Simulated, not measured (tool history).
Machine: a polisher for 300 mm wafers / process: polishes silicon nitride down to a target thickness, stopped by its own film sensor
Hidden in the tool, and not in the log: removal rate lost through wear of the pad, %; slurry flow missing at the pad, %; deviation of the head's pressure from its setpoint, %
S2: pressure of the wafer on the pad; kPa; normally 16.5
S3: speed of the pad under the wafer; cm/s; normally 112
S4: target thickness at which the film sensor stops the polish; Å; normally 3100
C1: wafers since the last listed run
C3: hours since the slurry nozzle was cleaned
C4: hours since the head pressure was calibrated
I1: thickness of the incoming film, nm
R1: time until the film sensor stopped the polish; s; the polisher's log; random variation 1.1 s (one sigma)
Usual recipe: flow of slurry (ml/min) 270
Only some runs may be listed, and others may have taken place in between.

Run 1, hour 0.0: usual settings; C1 0; wafers polished on this pad 585; C3 535.5; C4 374.3; I1 415.9. Result: R1 74.3 s.
At hour 46.0: slurry nozzle cleaned.
Run 2, hour 73.0: usual settings; C1 512; wafers polished on this pad 1097; C3 27.0; C4 447.3; I1 417.8. Result: R1 66.7 s.
Run 3, hour 147.4: usual settings but S4 3290 Å; C1 529; wafers polished on this pad 1627; C3 101.4; C4 521.7; I1 415.4. Result: R1 53.1 s.
Run 4, hour 244.0: usual settings but S4 3290 Å; C1 687; wafers polished on this pad 2314; C3 198.0; C4 618.3; I1 420.8. Result: R1 58.7 s.
Run 5, hour 287.2: usual settings but flow of slurry (ml/min) 245, S2 12.4 kPa; C1 307; wafers polished on this pad 2622; C3 241.2; C4 661.5; I1 425.6. Result: R1 98.5 s.
Run 6, hour 337.4: usual settings but S2 15.2 kPa, S4 2940 Å; C1 357; wafers polished on this pad 2979; C3 291.4; C4 711.7; I1 424.5. Result: R1 92.0 s.
At hour 388.7: head pressure recalibrated.
Run 7, hour 420.7: usual settings but S2 15.2 kPa, S4 2940 Å; C1 578; wafers polished on this pad 3558; C3 374.7; C4 32.0; I1 420.6. Result: R1 89.9 s.
At hour 458.5: worn pad replaced by a new one.
Run 8, hour 479.4: usual settings but S2 15.2 kPa, S4 2940 Å; C1 389; wafers polished on this pad 148; C3 433.4; C4 90.7; I1 422.7. Result: R1 92.5 s.
Run 9, hour 540.1: usual settings; C1 432; wafers polished on this pad 580; C3 494.1; C4 151.4; I1 421.5. Result: R1 76.2 s.
Run 10, hour 607.1: usual settings; C1 476; wafers polished on this pad 1057; C3 561.1; C4 218.4; I1 419.0. Result: R1 73.9 s.
At hour 651.3: slurry nozzle cleaned.
Run 11, hour 679.0: usual settings; C1 504; wafers polished on this pad 1561; C3 27.7; C4 290.3; I1 426.9. Result: R1 73.4 s.
Run 12, hour 756.2: usual settings; C1 549; wafers polished on this pad 2111; C3 104.9; C4 367.5; I1 420.0. Result: R1 71.1 s.
Run 13, hour 852.8: usual settings; C1 687; wafers polished on this pad 2798; C3 201.5; C4 464.1; I1 417.8. Result: R1 69.1 s.
Run 14, hour 957.2: usual settings; C1 743; wafers polished on this pad 3542; C3 305.9; C4 568.5; I1 424.9. Result: R1 73.6 s.
At hour 982.0: worn pad replaced by a new one.
Run 15, hour 998.0: usual settings; C1 261; wafers polished on this pad 114; C3 346.7; C4 609.3; I1 417.2. Result: R1 70.5 s.
Run 16, hour 1104.3: usual settings; C1 756; wafers polished on this pad 870; C3 453.0; C4 715.6; I1 411.0. Result: R1 66.7 s.
At hour 1175.8: head pressure recalibrated.
At hour 1181.2: slurry nozzle cleaned.
Run 17, hour 1202.5: usual settings but S2 20.0 kPa, S3 150 cm/s; C1 677; wafers polished on this pad 1548; C3 21.3; C4 26.7; I1 416.5. Result: R1 44.8 s.
Run 18, hour 1297.1: usual settings but S2 18.6 kPa, S4 3220 Å; C1 673; wafers polished on this pad 2221; C3 115.9; C4 121.3; I1 415.8. Result: R1 52.3 s.
Run 19, hour 1387.9: usual settings but S2 20.0 kPa; C1 646; wafers polished on this pad 2867; C3 206.7; C4 212.1; I1 418.5. Result: R1 60.3 s.
Run 20, hour 1466.6: usual settings but flow of slurry (ml/min) 180, S2 14.5 kPa, S3 132 cm/s; C1 560; wafers polished on this pad 3427; C3 285.4; C4 290.8; I1 415.4. Result: R1 74.3 s.
Run 21, hour 1506.9: usual settings but S2 18.6 kPa; C1 286; wafers polished on this pad 3714; C3 325.7; C4 331.1; I1 425.5. Result: R1 66.5 s.
Run 22, hour 1550.3: usual settings; C1 308; wafers polished on this pad 4023; C3 369.1; C4 374.5; I1 423.5. Result: R1 75.5 s.
At hour 1613.6: worn pad replaced by a new one.
Run 23, hour 1629.5: usual settings but S2 12.4 kPa; C1 535; wafers polished on this pad 112; C3 448.3; C4 453.7; I1 417.2. Result: R1 96.7 s.
Run 24, hour 1688.9: usual settings; C1 422; wafers polished on this pad 535; C3 507.7; C4 513.1; I1 416.7. Result: R1 71.8 s.
At hour 1691.5: slurry nozzle cleaned.
Run 25, hour 1794.9: usual settings but flow of slurry (ml/min) 340, S2 11.7 kPa, S3 124 cm/s, S4 3260 Å; C1 747; wafers polished on this pad 1283; C3 103.4; C4 619.1; I1 423.6. Result: R1 78.4 s.
At hour 1833.7: head pressure recalibrated.
Run 26, hour 1879.0: usual settings but S2 20.7 kPa, S3 96 cm/s, S4 2950 Å; C1 584; wafers polished on this pad 1867; C3 187.5; C4 45.3; I1 417.7. Result: R1 69.1 s.
Run 27, hour 1935.8: usual settings but flow of slurry (ml/min) 345, S2 13.8 kPa, S4 3440 Å; C1 404; wafers polished on this pad 2271; C3 244.3; C4 102.1; I1 426.5. Result: R1 61.0 s.
Run 28, hour 1973.9: usual settings but flow of slurry (ml/min) 245, S2 20.0 kPa, S4 3310 Å; C1 271; wafers polished on this pad 2542; C3 282.4; C4 140.2; I1 420.9. Result: R1 49.6 s.
Run 29, hour 2010.8: usual settings but S2 20.0 kPa; C1 262; wafers polished on this pad 2805; C3 319.3; C4 177.1; I1 422.4. Result: R1 60.7 s.
At hour 2117.0: worn pad replaced by a new one.
Run 30, hour 2117.5: usual settings; C1 730; wafers polished on this pad 3; C3 426.0; C4 283.8; I1 426.0. Result: R1 75.2 s.
Run 31, hour 2215.3: usual settings but S3 130 cm/s, S4 3310 Å; C1 696; wafers polished on this pad 699; C3 523.8; C4 381.6; I1 418.4. Result: R1 53.2 s.
Run 32, hour 2305.5: usual settings but flow of slurry (ml/min) 195, S2 13.8 kPa, S3 128 cm/s, S4 2780 Å; C1 642; wafers polished on this pad 1341; C3 614.0; C4 471.8; I1 417.6. Result: R1 109.5 s.
At hour 2334.3: slurry nozzle cleaned.
Run 33, hour 2370.0: usual settings but S3 140 cm/s, S4 3250 Å; C1 451; wafers polished on this pad 1793; C3 35.7; C4 536.3; I1 425.3. Result: R1 53.7 s.
Run 34, hour 2452.1: usual settings but flow of slurry (ml/min) 210, S2 11.7 kPa, S3 78 cm/s, S4 2890 Å; C1 584; wafers polished on this pad 2378; C3 117.8; C4 618.4; I1 421.8. Result: R1 157.8 s.
Run 35, hour 2504.4: usual settings; C1 372; wafers polished on this pad 2750; C3 170.1; C4 670.7; I1 423.8. Result: R1 71.7 s.
Run 36, hour 2578.7: usual settings but S2 20.0 kPa, S3 150 cm/s; C1 528; wafers polished on this pad 3279; C3 244.4; C4 745.0; I1 419.9. Result: R1 46.5 s.

Below are 5 alternative next runs, each starting from the tool's condition after run 36. Predict each:
Run A, hour 2579.1: usual settings; C1 2; wafers polished on this pad 3282; C3 244.8; C4 745.4; I1 417.9. Result: R1 ?.
Run B, hour 2579.1: usual settings but S2 20.0 kPa, S3 146 cm/s; C1 2; wafers polished on this pad 3282; C3 244.8; C4 745.4; I1 417.9. Result: R1 ?.
Run C, hour 2579.1: usual settings but flow of slurry (ml/min) 215; C1 2; wafers polished on this pad 3282; C3 244.8; C4 745.4; I1 417.9. Result: R1 ?.
Run D, hour 2579.1: usual settings but S2 13.8 kPa, S4 3270 Å; C1 2; wafers polished on this pad 3282; C3 244.8; C4 745.4; I1 417.9. Result: R1 ?.
Run E, hour 2579.1: usual settings but S2 14.5 kPa, S3 100 cm/s; C1 2; wafers polished on this pad 3282; C3 244.8; C4 745.4; I1 417.9. Result: R1 ?.

run    R1
  A  69.5
  B  47.8
  C  71.9
  D  69.4
  E  85.5
Had the tool no hidden state, the same runs would have come out as:
run    R1
  A  67.8
  B  46.6
  C  69.8
  D  67.7
  E  83.4

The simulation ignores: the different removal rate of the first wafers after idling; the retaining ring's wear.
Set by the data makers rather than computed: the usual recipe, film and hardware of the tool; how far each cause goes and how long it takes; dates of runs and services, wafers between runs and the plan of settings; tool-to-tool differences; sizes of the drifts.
